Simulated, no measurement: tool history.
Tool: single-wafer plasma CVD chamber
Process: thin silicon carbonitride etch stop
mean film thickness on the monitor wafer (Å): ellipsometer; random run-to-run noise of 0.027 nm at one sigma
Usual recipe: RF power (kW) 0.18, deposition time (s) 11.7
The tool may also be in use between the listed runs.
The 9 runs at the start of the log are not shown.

| run | hour | RF power (kW) | deposition time (s) | wafers since the last listed run | hours since the last thermocouple change | hours since the last RF generator calibration | hours since the showerhead was replaced | hours since the gauge calibration | read-back reference wafer on the same gauge, thickness_nm | mean film thickness on the monitor wafer (Å) |
|---|---|---|---|---|---|---|---|---|---|---|
| 10 | 657.3 | 0.19 | 12.8 | 1377 | 1095.2 | 255.5 | 1395.1 | 1512.5 | 6.423 | 71.17 |
| 11 | 749.4 | 0.18 | 13.1 | 2627 | 1187.3 | 347.6 | 1487.2 | 1604.6 | 6.414 | 71.39 |
| 12 | 857.1 | 0.18 | 13.1 | 3072 | 1295 | 455.3 | 1594.9 | 1712.3 | 6.422 | 71.19 |
| 13 | 946.5 | 0.18 | 11.7 | 2550 | 1384.4 | 544.7 | 1684.3 | 1801.7 | 6.417 | 63.49 |
| 14 | 1006.3 | 0.18 | 11.7 | 1705 | 1444.2 | 604.5 | 1744.1 | 1861.5 | 6.425 | 62.79 |
| 15 | 1055.9 | 0.18 | 11.7 | 1414 | 1493.8 | 654.1 | 1793.7 | 1911.1 | 6.42 | 62.98 |
| 16 | 1116.6 | 0.18 | 11.7 | 1731 | 1554.5 | 714.8 | 1854.4 | 1971.8 | 6.43 | 62.9 |
| 17 | 1203 | 0.18 | 11.7 | 2464 | 1640.9 | 801.2 | 1940.8 | 2058.2 | 6.415 | 63.3 |
|  | 1248 | gauge calibrated |
| 18 | 1295.4 | 0.18 | 11.7 | 2635 | 1733.3 | 893.6 | 2033.2 | 47.4 | 6.425 | 62.47 |
| 19 | 1342.5 | 0.155 | 11.1 | 1343 | 1780.4 | 940.7 | 2080.3 | 94.5 | 6.43 | 56.59 |
| 20 | 1448.6 | 0.145 | 13.3 | 3026 | 1886.5 | 1046.8 | 2186.4 | 200.6 | 6.42 | 66.41 |
|  | 1557.3 | thermocouple changed; heater temperature recalibrated |
| 21 | 1557.8 | 0.15 | 13.5 | 2886 | 0.5 | 1156 | 2295.6 | 309.8 | 6.428 | 67.84 |
| 22 | 1658.1 | 0.18 | 11.7 | 2861 | 100.8 | 1256.3 | 2395.9 | 410.1 | 6.421 | 62.09 |
| 23 | 1712.1 | 0.19 | 9.7 | 1540 | 154.8 | 1310.3 | 2449.9 | 464.1 | 6.414 | 52.97 |
| 24 | 1773.9 | 0.145 | 12.7 | 1762 | 216.6 | 1372.1 | 2511.7 | 525.9 | 6.425 | 62.63 |
| 25 | 1861.9 | 0.17 | 11.1 | 2510 | 304.6 | 1460.1 | 2599.7 | 613.9 | 6.418 | 58.04 |
|  | 1898.5 | RF generator calibrated |
| 26 | 1959.3 | 0.145 | 9.9 | 2550 | 402 | 60.8 | 2697.1 | 711.3 | 6.428 | 50.01 |
|  | 1974.4 | showerhead replaced |
| 27 | 2017.8 | 0.215 | 13.1 | 1440 | 460.5 | 119.3 | 43.4 | 769.8 | 6.414 | 75.66 |
| 28 | 2101.7 | 0.205 | 11.7 | 2393 | 544.4 | 203.2 | 127.3 | 853.7 | 6.422 | 66.65 |
| 29 | 2197.5 | 0.215 | 12.9 | 2732 | 640.2 | 299 | 223.1 | 949.5 | 6.417 | 74.26 |
| 30 | 2294.6 | 0.18 | 11.7 | 2769 | 737.3 | 396.1 | 320.2 | 1046.6 | 6.425 | 63.25 |
| 31 | 2334.1 | 0.18 | 11.7 | 1126 | 776.8 | 435.6 | 359.7 | 1086.1 | 6.417 | 62.92 |
| 32 | 2387.5 | 0.18 | 9.4 | 1523 | 830.2 | 489 | 413.1 | 1139.5 | 6.418 | 50.66 |
| 33 | 2488.7 | 0.18 | 13.2 | 2886 | 931.4 | 590.2 | 514.3 | 1240.7 | 6.421 | 71.12 |
| 34 | 2532.7 | 0.18 | 11.7 | 1255 | 975.4 | 634.2 | 558.3 | 1284.7 | 6.423 | 62.69 |

Predict each of these 5 candidate next runs independently; none follows another, all start after run 34:
| A | 2533.1 | 0.18 | 11.7 | 11 | 975.8 | 634.6 | 558.7 | 1285.1 | ? | ? |
| B | 2533.1 | 0.18 | 12.4 | 11 | 975.8 | 634.6 | 558.7 | 1285.1 | ? | ? |
| C | 2533.1 | 0.21 | 11.7 | 11 | 975.8 | 634.6 | 558.7 | 1285.1 | ? | ? |
| D | 2533.1 | 0.21 | 9.8 | 11 | 975.8 | 634.6 | 558.7 | 1285.1 | ? | ? |
| E | 2533.1 | 0.17 | 13.8 | 11 | 975.8 | 634.6 | 558.7 | 1285.1 | ? | ? |

| run | read-back reference wafer on the same gauge, thickness_nm | mean film thickness on the monitor wafer (Å) |
|---|---|---|
| A | 6.424 | 63.21 |
| B | 6.424 | 66.99 |
| C | 6.424 | 66.55 |
| D | 6.424 | 55.74 |
| E | 6.424 | 73.13 |
Had the tool no hidden state, the same runs would have come out as:
| run | mean film thickness on the monitor wafer (Å) |
|---|---|
| A | 64.37 |
| B | 68.22 |
| C | 67.77 |
| D | 56.76 |
| E | 74.47 |
